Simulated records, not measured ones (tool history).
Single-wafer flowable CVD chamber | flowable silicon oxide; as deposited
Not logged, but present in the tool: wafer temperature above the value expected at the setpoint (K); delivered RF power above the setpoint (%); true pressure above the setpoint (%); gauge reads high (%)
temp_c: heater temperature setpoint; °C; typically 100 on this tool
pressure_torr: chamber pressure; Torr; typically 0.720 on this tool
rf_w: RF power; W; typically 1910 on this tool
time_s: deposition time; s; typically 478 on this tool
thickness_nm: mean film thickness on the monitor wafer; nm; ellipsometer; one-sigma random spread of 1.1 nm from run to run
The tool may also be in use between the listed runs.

run	hour	temp_c	pressure_torr	rf_w	time_s	wafers since the last listed run	hours since the last thermocouple change	hours since the last RF generator calibration	hours since the last manometer calibration	hours since the showerhead was replaced	hours since the gauge calibration	read-back reference wafer on the same gauge, thickness_nm	thickness_nm
1	0.0	100	0.720	1910	478	0	2370.8	1236.0	2656.1	4379.3	208.1	205.723	226.744
2	12.1	100	0.720	1910	478	61	2382.9	1248.1	2668.2	4391.4	220.2	205.860	226.632
3	24.3	100	0.578	1910	478	61	2395.1	1260.3	2680.4	4403.6	232.4	206.131	183.252
4	31.6	100	0.578	1910	478	37	2402.4	1267.6	2687.7	4410.9	239.7	206.123	182.628
5	39.1	100	0.799	1910	478	38	2409.9	1275.1	2695.2	4418.4	247.2	206.015	252.765
6	45.8	100	0.799	1910	478	33	2416.6	1281.8	2701.9	4425.1	253.9	206.168	250.404
# hour 54.0: thermocouple changed; heater temperature recalibrated
7	54.5	100	0.799	1910	478	3	0.5	1290.5	2710.6	4433.8	262.6	205.864	285.488
# hour 69.5: showerhead replaced
8	71.1	94	0.643	1745	418	43	17.1	1307.1	2727.2	1.6	279.2	206.292	241.661
9	77.9	100	0.563	1910	416	34	23.9	1313.9	2734.0	8.4	286.0	206.086	173.737
10	86.3	100	0.720	1655	478	42	32.3	1322.3	2742.4	16.8	294.4	206.168	249.599
# hour 96.6: RF generator calibrated
11	97.1	100	0.650	1715	394	14	43.1	0.5	2753.2	27.6	305.2	206.070	188.574
12	101.7	104	0.640	2035	478	23	47.7	5.1	2757.8	32.2	309.8	206.233	201.353
# hour 102.6: gauge calibrated
13	111.8	100	0.720	1910	478	51	57.8	15.2	2767.9	42.3	9.2	205.789	255.331
14	118.6	100	0.720	1555	478	34	64.6	22.0	2774.7	49.1	16.0	205.915	246.092
15	134.8	112	0.788	2130	439	82	80.8	38.2	2790.9	65.3	32.2	205.817	175.212
16	141.7	100	0.720	1910	478	35	87.7	45.1	2797.8	72.2	39.1	205.998	256.685
17	148.4	86	0.779	1910	447	33	94.4	51.8	2804.5	78.9	45.8	205.631	409.091
18	155.6	96	0.818	2150	412	36	101.6	59.0	2811.7	86.1	53.0	205.869	291.507
19	167.4	104	0.870	1555	511	59	113.4	70.8	2823.5	97.9	64.8	206.008	276.295
# hour 178.4: capacitance manometer re-zeroed and calibrated
20	178.9	100	0.672	1910	478	17	124.9	82.3	0.5	109.4	76.3	206.120	238.840
21	193.5	100	0.885	1910	478	74	139.5	96.9	15.1	124.0	90.9	206.037	315.092
22	209.8	100	0.720	1910	478	82	155.8	113.2	31.4	140.3	107.2	206.010	255.383
23	224.1	90	0.897	2230	406	72	170.1	127.5	45.7	154.6	121.5	206.250	385.320
24	233.3	100	0.720	1910	478	46	179.3	136.7	54.9	163.8	130.7	206.048	256.181
25	239.4	100	0.720	1685	407	30	185.4	142.8	61.0	169.9	136.8	206.228	212.704
26	248.1	100	0.720	1910	478	44	194.1	151.5	69.7	178.6	145.5	205.875	254.470
27	264.9	91	0.720	1910	536	85	210.9	168.3	86.5	195.4	162.3	206.007	386.150

Branching from run 27: 5 alternative next runs. What would each branch give?
A	265.4	100	0.720	1910	417	2	211.4	168.8	87.0	195.9	162.8	?	?
B	265.4	100	0.595	1910	545	2	211.4	168.8	87.0	195.9	162.8	?	?
C	265.4	89	0.583	1585	543	2	211.4	168.8	87.0	195.9	162.8	?	?
D	265.4	100	0.638	1910	478	2	211.4	168.8	87.0	195.9	162.8	?	?
E	265.4	100	0.720	1730	478	2	211.4	168.8	87.0	195.9	162.8	?	?

run	read-back reference wafer on the same gauge, thickness_nm	thickness_nm
A	206.096	220.978
B	206.096	239.345
C	206.096	325.598
D	206.096	224.598
E	206.096	248.732
Had the tool no hidden state, the same runs would have come out as:
run	thickness_nm
A	221.155
B	239.537
C	325.821
D	224.777
E	248.931
